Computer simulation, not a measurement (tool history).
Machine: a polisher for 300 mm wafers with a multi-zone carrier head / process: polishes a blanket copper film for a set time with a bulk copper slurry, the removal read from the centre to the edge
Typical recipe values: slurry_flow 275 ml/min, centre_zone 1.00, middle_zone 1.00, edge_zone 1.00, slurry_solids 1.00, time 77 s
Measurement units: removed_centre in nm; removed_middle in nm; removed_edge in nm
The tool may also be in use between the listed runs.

| run | hour | slurry_flow | centre_zone | middle_zone | edge_zone | slurry_solids | time | wafers since the last listed run | wafers polished on this pad | hours since the slurry nozzle was cleaned | hours since the centre zone pressure was calibrated | hours since the edge zone pressure was calibrated | hours since the carrier head's membrane was replaced | incoming thickness of the incoming film, nm | removed_centre | removed_middle | removed_edge |
|---|---|---|---|---|---|---|---|---|---|---|---|---|---|---|---|---|---|
| 1 | 0.0 | 275 | 1.00 | 1.00 | 1.00 | 1.00 | 86 | 0 | 2749 | 197.0 | 155.1 | 690.0 | 170.0 | 4564.1 | 913.5 | 923.4 | 936.5 |
| 2 | 66.5 | 275 | 1.00 | 1.00 | 1.00 | 1.00 | 86 | 581 | 3330 | 263.5 | 221.6 | 756.5 | 236.5 | 4662.9 | 917.9 | 911.8 | 932.8 |
|  | 129.9 | worn pad replaced by a new one |
| 3 | 157.7 | 275 | 1.00 | 1.00 | 1.00 | 1.00 | 86 | 762 | 243 | 354.7 | 312.8 | 847.7 | 327.7 | 4558.6 | 919.5 | 938.8 | 935.2 |
|  | 259.9 | slurry nozzle cleaned |
| 4 | 261.3 | 275 | 1.00 | 1.00 | 1.08 | 1.00 | 77 | 896 | 1140 | 1.4 | 416.4 | 951.3 | 431.3 | 4586.9 | 813.2 | 831.7 | 868.3 |
|  | 275.4 | centre zone pressure recalibrated |
| 5 | 358.9 | 275 | 1.00 | 1.00 | 1.00 | 1.00 | 77 | 835 | 1975 | 99.0 | 83.5 | 1048.9 | 528.9 | 4567.8 | 809.7 | 841.9 | 837.2 |
| 6 | 399.9 | 360 | 1.00 | 1.00 | 1.03 | 1.00 | 62 | 358 | 2333 | 140.0 | 124.5 | 1089.9 | 569.9 | 4665.0 | 682.3 | 688.7 | 696.1 |
| 7 | 456.7 | 275 | 1.00 | 1.00 | 1.00 | 1.00 | 77 | 496 | 2830 | 196.8 | 181.3 | 1146.7 | 626.7 | 4539.9 | 821.7 | 831.2 | 837.4 |
|  | 471.3 | edge zone pressure recalibrated |
| 8 | 545.8 | 275 | 1.00 | 1.08 | 1.00 | 1.00 | 77 | 761 | 3591 | 285.9 | 270.4 | 74.5 | 715.8 | 4596.3 | 810.2 | 886.4 | 838.5 |
|  | 633.1 | worn pad replaced by a new one |
| 9 | 637.6 | 275 | 1.00 | 1.00 | 1.00 | 1.00 | 77 | 767 | 39 | 377.7 | 362.2 | 166.3 | 807.6 | 4541.9 | 817.2 | 832.0 | 838.7 |
| 10 | 706.3 | 275 | 1.00 | 0.94 | 1.00 | 1.00 | 77 | 600 | 639 | 446.4 | 430.9 | 235.0 | 876.3 | 4609.0 | 820.2 | 785.6 | 838.2 |
|  | 726.8 | slurry nozzle cleaned |
| 11 | 783.5 | 185 | 1.00 | 1.00 | 1.10 | 1.00 | 77 | 665 | 1305 | 56.7 | 508.1 | 312.2 | 953.5 | 4587.0 | 773.3 | 795.7 | 857.4 |
|  | 813.9 | centre zone pressure recalibrated |
| 12 | 874.6 | 275 | 0.95 | 1.00 | 1.00 | 1.00 | 77 | 778 | 2084 | 147.8 | 60.7 | 403.3 | 1044.6 | 4580.7 | 773.9 | 845.2 | 834.7 |
| 13 | 978.0 | 250 | 1.00 | 1.00 | 0.90 | 1.25 | 61 | 903 | 2988 | 251.2 | 164.1 | 506.7 | 1148.0 | 4544.9 | 678.5 | 689.1 | 664.3 |
| 14 | 1057.6 | 275 | 1.05 | 1.00 | 1.00 | 0.75 | 77 | 695 | 3684 | 330.8 | 243.7 | 586.3 | 1227.6 | 4596.5 | 809.9 | 767.7 | 782.2 |
|  | 1089.2 | carrier head's membrane replaced by a new one |
| 15 | 1094.7 | 275 | 1.07 | 1.00 | 1.00 | 0.90 | 92 | 280 | 3964 | 367.9 | 280.8 | 623.4 | 5.5 | 4644.5 | 1006.7 | 962.1 | 972.2 |
|  | 1156.3 | worn pad replaced by a new one |
| 16 | 1195.9 | 275 | 1.00 | 1.00 | 1.00 | 1.00 | 77 | 849 | 346 | 469.1 | 382.0 | 724.6 | 106.7 | 4615.4 | 816.0 | 823.8 | 829.8 |
| 17 | 1244.7 | 275 | 1.00 | 1.00 | 1.00 | 1.00 | 77 | 426 | 772 | 517.9 | 430.8 | 773.4 | 155.5 | 4538.2 | 816.5 | 837.4 | 833.8 |
|  | 1261.3 | slurry nozzle cleaned |
|  | 1339.1 | centre zone pressure recalibrated |
| 18 | 1343.6 | 275 | 1.00 | 1.00 | 0.92 | 1.00 | 77 | 838 | 1610 | 82.3 | 4.5 | 872.3 | 254.4 | 4647.2 | 818.4 | 829.5 | 811.8 |
| 19 | 1379.8 | 235 | 1.04 | 0.92 | 1.00 | 1.00 | 77 | 316 | 1927 | 118.5 | 40.7 | 908.5 | 290.6 | 4615.4 | 823.9 | 759.2 | 831.5 |
| 20 | 1460.3 | 275 | 1.00 | 1.00 | 1.06 | 1.00 | 77 | 703 | 2630 | 199.0 | 121.2 | 989.0 | 371.1 | 4553.7 | 813.0 | 822.3 | 868.3 |
| 21 | 1546.5 | 275 | 1.00 | 1.00 | 1.00 | 1.00 | 77 | 753 | 3384 | 285.2 | 207.4 | 1075.2 | 457.3 | 4659.7 | 830.2 | 823.6 | 834.7 |

Predict each of these 4 candidate next runs independently; none follows another, all start after run 21:
| A | 1546.9 | 275 | 1.00 | 1.00 | 1.00 | 1.15 | 77 | 3 | 3387 | 285.6 | 207.8 | 1075.6 | 457.7 | 4616.0 | ? | ? | ? |
| B | 1546.9 | 275 | 1.11 | 1.10 | 1.00 | 1.00 | 77 | 3 | 3387 | 285.6 | 207.8 | 1075.6 | 457.7 | 4616.0 | ? | ? | ? |
| C | 1546.9 | 275 | 1.00 | 0.93 | 1.00 | 1.00 | 77 | 3 | 3387 | 285.6 | 207.8 | 1075.6 | 457.7 | 4616.0 | ? | ? | ? |
| D | 1546.9 | 320 | 1.00 | 1.00 | 1.00 | 1.00 | 77 | 3 | 3387 | 285.6 | 207.8 | 1075.6 | 457.7 | 4616.0 | ? | ? | ? |

| run | removed_centre | removed_middle | removed_edge |
|---|---|---|---|
| A | 836.6 | 846.9 | 869.0 |
| B | 898.6 | 887.0 | 838.6 |
| C | 808.0 | 770.0 | 840.5 |
| D | 821.2 | 830.0 | 848.8 |
With the hidden condition removed and each run's random variation left untouched, the same runs would have given:
| run | removed_centre | removed_middle | removed_edge |
|---|---|---|---|
| A | 836.6 | 846.9 | 869.0 |
| B | 898.6 | 887.0 | 838.6 |
| C | 808.0 | 770.0 | 840.5 |
| D | 821.2 | 830.0 | 848.8 |

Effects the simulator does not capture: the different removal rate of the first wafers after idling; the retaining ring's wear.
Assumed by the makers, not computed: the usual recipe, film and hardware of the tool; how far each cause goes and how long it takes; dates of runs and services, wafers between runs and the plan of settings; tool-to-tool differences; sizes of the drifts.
